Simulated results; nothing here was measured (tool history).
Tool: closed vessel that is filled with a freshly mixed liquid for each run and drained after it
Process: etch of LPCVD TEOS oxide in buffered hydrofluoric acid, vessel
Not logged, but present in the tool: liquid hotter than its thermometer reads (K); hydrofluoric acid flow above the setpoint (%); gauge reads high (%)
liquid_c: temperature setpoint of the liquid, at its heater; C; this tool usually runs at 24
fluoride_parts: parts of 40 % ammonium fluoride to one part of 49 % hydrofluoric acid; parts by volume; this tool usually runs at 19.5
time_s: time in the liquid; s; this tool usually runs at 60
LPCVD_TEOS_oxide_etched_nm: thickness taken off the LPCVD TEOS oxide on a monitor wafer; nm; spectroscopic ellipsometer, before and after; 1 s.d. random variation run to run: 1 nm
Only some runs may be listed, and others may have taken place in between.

run	day	liquid_c	fluoride_parts	time_s	wafers since the last listed run	hours since the thermometer was replaced	hours since the hydrofluoric acid flow meter was replaced	hours since the gauge calibration	read-back film thickness of the LPCVD TEOS oxide reference wafer, read on the same gauge (nm)	LPCVD_TEOS_oxide_etched_nm
1	0	24	19.5	60	0	1561.9	500.6	1225.9	110	163.68
2	2.408	24	19.5	60	6906	1619.7	558.4	1283.7	109.99	164.88
3	4.242	24	19.5	60	5257	1663.7	602.4	1327.7	110.02	164.34
4	8.904	24	24.5	60	13371	1775.6	714.3	1439.6	109.99	139.52
5	11.675	24	24.5	60	7946	1842.1	780.8	1506.1	110.02	140.65
6	13.458	24	19.5	60	5114	1884.9	823.6	1548.9	110.03	167.79
7	16.321	22.5	19.5	50	8209	1953.6	892.3	1617.6	109.99	127.53
8	19.067	24	19.5	40	7874	2019.5	958.2	1683.5	110.04	112.68
9	22.396	24	19.5	40	9547	2099.4	1038.1	1763.4	110	113.07
10	25.362	24	19.5	40	8508	2170.6	1109.3	1834.6	110.03	114.2
11	27.208	24	19.5	60	5293	2214.9	1153.6	1878.9	109.98	169.29
12	30.575	24	19.5	60	9655	2295.7	1234.4	1959.7	110.01	169.32
13	33.262	24	19.5	45	7707	2360.2	1298.9	2024.2	110	128.43
# day 34.471: thermometer replaced
14	37.596	24	19.5	60	12308	75	1402.9	2128.2	109.98	159.63
15	41.725	24	19.5	60	11842	174.1	1502	2227.3	110	160.68
16	43.979	24	19.5	40	6464	228.2	1556.1	2281.4	109.98	107.05
# day 46.367: gauge calibrated
17	47.983	28	17	60	11483	324.3	1652.2	38.8	109.99	230.59
18	51.421	24	23	60	9858	406.8	1734.7	121.3	110.02	143.6
# day 60.888: hydrofluoric acid flow meter replaced
19	61.004	24	23	60	27364	636.8	2.8	351.3	109.98	139.37
20	63.342	22	11.5	85	6703	692.9	58.9	407.4	110.01	339.94
21	65.375	28	27	75	5831	741.7	107.7	456.2	110.03	195.6
22	73.825	24	23	60	24234	944.5	310.5	659	110.03	142.99
23	78.279	24	19.5	50	12774	1051.4	417.4	765.9	109.98	134.79
24	88.188	28	27	75	28416	1289.2	655.2	1003.7	110.01	201.96
25	90.2	28	17.5	75	5771	1337.5	703.5	1052	109.95	284.58
26	93.275	20.5	19.5	60	8818	1411.3	777.3	1125.8	110	135.02
27	97.746	26	19.5	60	12822	1518.6	884.6	1233.1	110.01	184.41
28	100.446	24	12	80	7743	1583.4	949.4	1297.9	110	361.4
29	104.638	24	23.5	60	12021	1684	1050	1398.5	109.95	145.61
30	107.508	24	19.5	60	8233	1752.9	1118.9	1467.4	109.99	167.5

Pick out some run-to-run changes in LPCVD_TEOS_oxide_etched_nm. Of each, how much would a tool without hidden state show as well, from the settings, what came in and chance, and how much is left for the hidden state and any gauge scatter not in both results compared?
Run 19 -> 20: liquid_c 24 -> 22, fluoride_parts 23 -> 11.5, time_s 60 -> 85. LPCVD_TEOS_oxide_etched_nm +200.57 nm: hidden state +8.25, all else +192.32.
Run 25 -> 26: liquid_c 28 -> 20.5, fluoride_parts 17.5 -> 19.5, time_s 75 -> 60. LPCVD_TEOS_oxide_etched_nm -149.56 nm: hidden state -9.75, all else -139.81.
Run 27 -> 28: liquid_c 26 -> 24, fluoride_parts 19.5 -> 12, time_s 60 -> 80. LPCVD_TEOS_oxide_etched_nm +176.99 nm: hidden state +15.58, all else +161.41.
Run 28 -> 29: fluoride_parts 12 -> 23.5, time_s 80 -> 60. LPCVD_TEOS_oxide_etched_nm -215.79 nm: hidden state -18.64, all else -197.15.
